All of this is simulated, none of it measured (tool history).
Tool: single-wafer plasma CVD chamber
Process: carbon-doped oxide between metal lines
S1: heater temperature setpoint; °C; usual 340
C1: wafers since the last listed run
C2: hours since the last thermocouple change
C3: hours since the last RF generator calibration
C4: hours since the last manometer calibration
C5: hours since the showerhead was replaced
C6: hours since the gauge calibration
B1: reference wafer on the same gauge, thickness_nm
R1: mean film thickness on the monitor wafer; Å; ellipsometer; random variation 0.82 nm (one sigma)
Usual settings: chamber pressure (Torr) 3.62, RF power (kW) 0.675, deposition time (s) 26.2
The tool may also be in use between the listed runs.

Run 1, hour 0: usual settings; C1 0; C2 1566.3; C3 742.7; C4 415.1; C5 6051.7; C6 528; B1 181.883. Result: R1 1596.11 Å.
Run 2, hour 92.7: usual settings; C1 2413; C2 1659; C3 835.4; C4 507.8; C5 6144.4; C6 620.7; B1 182.039. Result: R1 1619.39 Å.
Run 3, hour 187: usual settings but deposition time (s) 29.6; C1 2455; C2 1753.3; C3 929.7; C4 602.1; C5 6238.7; C6 715; B1 183.168. Result: R1 1824.17 Å.
Run 4, hour 275.3: usual settings but RF power (kW) 0.595; C1 2298; C2 1841.6; C3 1018; C4 690.4; C5 6327; C6 803.3; B1 183.879. Result: R1 1481 Å.
Run 5, hour 334.1: usual settings but RF power (kW) 0.595; C1 1530; C2 1900.4; C3 1076.8; C4 749.2; C5 6385.8; C6 862.1; B1 184.356. Result: R1 1479.74 Å.
Run 6, hour 418.3: usual settings but RF power (kW) 0.595; C1 2192; C2 1984.6; C3 1161; C4 833.4; C5 6470; C6 946.3; B1 185.105. Result: R1 1479.88 Å.
Run 7, hour 482.6: usual settings; C1 1674; C2 2048.9; C3 1225.3; C4 897.7; C5 6534.3; C6 1010.6; B1 185.314. Result: R1 1623.35 Å.
At hour 522.7: capacitance manometer re-zeroed and calibrated.
Run 8, hour 523.2: usual settings; C1 848; C2 2089.5; C3 1265.9; C4 0.5; C5 6574.9; C6 1051.2; B1 185.867. Result: R1 1618.43 Å.
Run 9, hour 625: usual settings; C1 2650; C2 2191.3; C3 1367.7; C4 102.3; C5 6676.7; C6 1153; B1 186.687. Result: R1 1646.72 Å.
Run 10, hour 671.5: usual settings but deposition time (s) 28.6; C1 1210; C2 2237.8; C3 1414.2; C4 148.8; C5 6723.2; C6 1199.5; B1 187.392. Result: R1 1777.98 Å.
At hour 699.5: showerhead replaced.
At hour 742.2: thermocouple changed; heater temperature recalibrated.
At hour 809.5: gauge calibrated.
Run 11, hour 816: usual settings but S1 347 °C, chamber pressure (Torr) 4.39, RF power (kW) 0.735; C1 3345; C2 73.8; C3 1558.7; C4 293.3; C5 116.5; C6 6.5; B1 181.064. Result: R1 1682.97 Å.
At hour 926.6: RF generator calibrated.
Run 12, hour 927.1: usual settings but RF power (kW) 0.565; C1 2684; C2 184.9; C3 0.5; C4 404.4; C5 227.6; C6 117.6; B1 181.085. Result: R1 1396.98 Å.
Run 13, hour 1012.3: usual settings but RF power (kW) 0.595; C1 2218; C2 270.1; C3 85.7; C4 489.6; C5 312.8; C6 202.8; B1 181.982. Result: R1 1458.13 Å.
Run 14, hour 1058: usual settings but S1 334 °C, RF power (kW) 0.6; C1 1189; C2 315.8; C3 131.4; C4 535.3; C5 358.5; C6 248.5; B1 181.173. Result: R1 1493.23 Å.
Run 15, hour 1115: usual settings but S1 348 °C, RF power (kW) 0.545, deposition time (s) 22.9; C1 1484; C2 372.8; C3 188.4; C4 592.3; C5 415.5; C6 305.5; B1 181.565. Result: R1 1159.91 Å.
Run 16, hour 1212: usual settings but deposition time (s) 30.8; C1 2525; C2 469.8; C3 285.4; C4 689.3; C5 512.5; C6 402.5; B1 181.641. Result: R1 1870.84 Å.
Run 17, hour 1287.1: usual settings but S1 346 °C, chamber pressure (Torr) 3.17, RF power (kW) 0.56; C1 1955; C2 544.9; C3 360.5; C4 764.4; C5 587.6; C6 477.6; B1 182.176. Result: R1 1348.73 Å.
Run 18, hour 1388.7: usual settings but S1 333 °C, chamber pressure (Torr) 4.44, RF power (kW) 0.575, deposition time (s) 28.3; C1 2645; C2 646.5; C3 462.1; C4 866; C5 689.2; C6 579.2; B1 182.742. Result: R1 1628.26 Å.

Forecast each of these 5 alternatives for the next run:
Run A, hour 1389.1: usual settings but deposition time (s) 23.3; C1 10; C2 646.9; C3 462.5; C4 866.4; C5 689.6; C6 579.6; B1 ?. Result: R1 ?.
Run B, hour 1389.1: usual settings but S1 345 °C, RF power (kW) 0.81, deposition time (s) 28.9; C1 10; C2 646.9; C3 462.5; C4 866.4; C5 689.6; C6 579.6; B1 ?. Result: R1 ?.
Run C, hour 1389.1: usual settings but S1 348 °C, chamber pressure (Torr) 2.87, RF power (kW) 0.81, deposition time (s) 27.6; C1 10; C2 646.9; C3 462.5; C4 866.4; C5 689.6; C6 579.6; B1 ?. Result: R1 ?.
Run D, hour 1389.1: usual settings but deposition time (s) 21.6; C1 10; C2 646.9; C3 462.5; C4 866.4; C5 689.6; C6 579.6; B1 ?. Result: R1 ?.
Run E, hour 1389.1: usual settings but S1 349 °C, RF power (kW) 0.545, deposition time (s) 28; C1 10; C2 646.9; C3 462.5; C4 866.4; C5 689.6; C6 579.6; B1 ?. Result: R1 ?.

run       B1       R1
  A  182.282  1428.64
  B  182.282  1958.33
  C  182.282  1810.15
  D  182.282  1326.06
  E  182.282  1433.23
Without the tool's hidden state the same runs would have given:
run       R1
  A  1415.57
  B  1940.42
  C  1793.59
  D  1313.93
  E  1420.12
